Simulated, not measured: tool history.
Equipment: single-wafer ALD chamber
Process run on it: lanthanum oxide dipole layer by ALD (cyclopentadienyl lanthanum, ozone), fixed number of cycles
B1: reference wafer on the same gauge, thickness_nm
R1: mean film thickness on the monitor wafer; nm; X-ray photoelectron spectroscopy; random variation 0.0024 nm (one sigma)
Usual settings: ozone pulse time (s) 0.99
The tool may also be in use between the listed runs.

run 1 hour=0.0 | ozone_pulse_time_(s)=1.08 | B1=0.451 | R1=0.482
run 2 hour=74.2 | ozone_pulse_time_(s)=1.08 | B1=0.452 | R1=0.484
run 3 hour=170.2 | ozone_pulse_time_(s)=1.08 | B1=0.452 | R1=0.486
run 4 hour=212.8 | ozone_pulse_time_(s)=0.81 | B1=0.452 | R1=0.405
-- hour=257.7 ozone generator serviced
run 5 hour=305.5 | ozone_pulse_time_(s)=0.81 | B1=0.453 | R1=0.402
run 6 hour=360.3 | ozone_pulse_time_(s)=1.12 | B1=0.453 | R1=0.494
run 7 hour=428.2 | ozone_pulse_time_(s)=0.99 | B1=0.454 | R1=0.466
run 8 hour=526.7 | ozone_pulse_time_(s)=0.99 | B1=0.455 | R1=0.472
run 9 hour=608.9 | ozone_pulse_time_(s)=0.99 | B1=0.455 | R1=0.468
run 10 hour=665.3 | ozone_pulse_time_(s)=0.99 | B1=0.456 | R1=0.465
run 11 hour=703.8 | ozone_pulse_time_(s)=0.99 | B1=0.456 | R1=0.470
run 12 hour=803.2 | ozone_pulse_time_(s)=1.20 | B1=0.457 | R1=0.512
-- hour=852.0 ozone generator serviced
run 13 hour=904.0 | ozone_pulse_time_(s)=0.99 | B1=0.458 | R1=0.475
-- hour=924.6 gauge calibrated
run 14 hour=952.6 | ozone_pulse_time_(s)=0.99 | B1=0.451 | R1=0.464
run 15 hour=1006.1 | ozone_pulse_time_(s)=0.99 | B1=0.451 | R1=0.467
run 16 hour=1111.3 | ozone_pulse_time_(s)=1.18 | B1=0.451 | R1=0.503
run 17 hour=1181.9 | ozone_pulse_time_(s)=0.78 | B1=0.451 | R1=0.389
-- hour=1225.7 showerhead replaced
run 18 hour=1277.6 | ozone_pulse_time_(s)=0.99 | B1=0.451 | R1=0.467
-- hour=1328.0 ozone generator serviced
run 19 hour=1378.6 | ozone_pulse_time_(s)=0.86 | B1=0.452 | R1=0.424
run 20 hour=1432.8 | ozone_pulse_time_(s)=1.15 | B1=0.451 | R1=0.498
run 21 hour=1539.7 | ozone_pulse_time_(s)=1.09 | B1=0.452 | R1=0.487
run 22 hour=1576.7 | ozone_pulse_time_(s)=0.64 | B1=0.452 | R1=0.296
-- hour=1609.3 thermocouple changed; heater temperature recalibrated
run 23 hour=1624.2 | ozone_pulse_time_(s)=1.37 | B1=0.453 | R1=0.524
run 24 hour=1686.2 | ozone_pulse_time_(s)=1.30 | B1=0.452 | R1=0.514
run 25 hour=1756.3 | ozone_pulse_time_(s)=1.33 | B1=0.453 | R1=0.514
run 26 hour=1803.5 | ozone_pulse_time_(s)=0.99 | B1=0.453 | R1=0.468
-- hour=1902.4 ozone generator serviced
run 27 hour=1903.5 | ozone_pulse_time_(s)=1.36 | B1=0.454 | R1=0.526
run 28 hour=2004.1 | ozone_pulse_time_(s)=1.34 | B1=0.455 | R1=0.515
run 29 hour=2048.1 | ozone_pulse_time_(s)=1.13 | B1=0.455 | R1=0.498
run 30 hour=2122.2 | ozone_pulse_time_(s)=0.77 | B1=0.456 | R1=0.387
run 31 hour=2285.9 | ozone_pulse_time_(s)=0.99 | B1=0.457 | R1=0.472
run 32 hour=2365.3 | ozone_pulse_time_(s)=0.79 | B1=0.458 | R1=0.398
-- hour=2421.1 ozone generator serviced
run 33 hour=2436.2 | ozone_pulse_time_(s)=1.35 | B1=0.458 | R1=0.533

Hidden state or all else? Some run-to-run changes of R1, split into what the settings, what came in and random variation would give without the hidden state, and what is left for the hidden state (with any gauge scatter that isn't in both results):
Hidden state at play: wafer temperature above the value expected at the setpoint (K); ozone dose above that of a generator just serviced (%); gauge reads high (%).
Run 5 -> 6: ozone pulse time (s) 0.81 -> 1.12. R1 +0.092 nm: hidden state +0.002, all else +0.090.
Run 13 -> 14: gauge calibrated. R1 -0.011 nm: hidden state -0.007, all else -0.004.
Run 21 -> 22: ozone pulse time (s) 1.09 -> 0.64. R1 -0.191 nm: hidden state -0.001, all else -0.190.
Run 22 -> 23: ozone pulse time (s) 0.64 -> 1.37, thermocouple changed; heater temperature recalibrated. R1 +0.228 nm: hidden state +0.002, all else +0.226.
Run 32 -> 33: ozone pulse time (s) 0.79 -> 1.35, ozone generator serviced. R1 +0.135 nm: hidden state +0.002, all else +0.133.
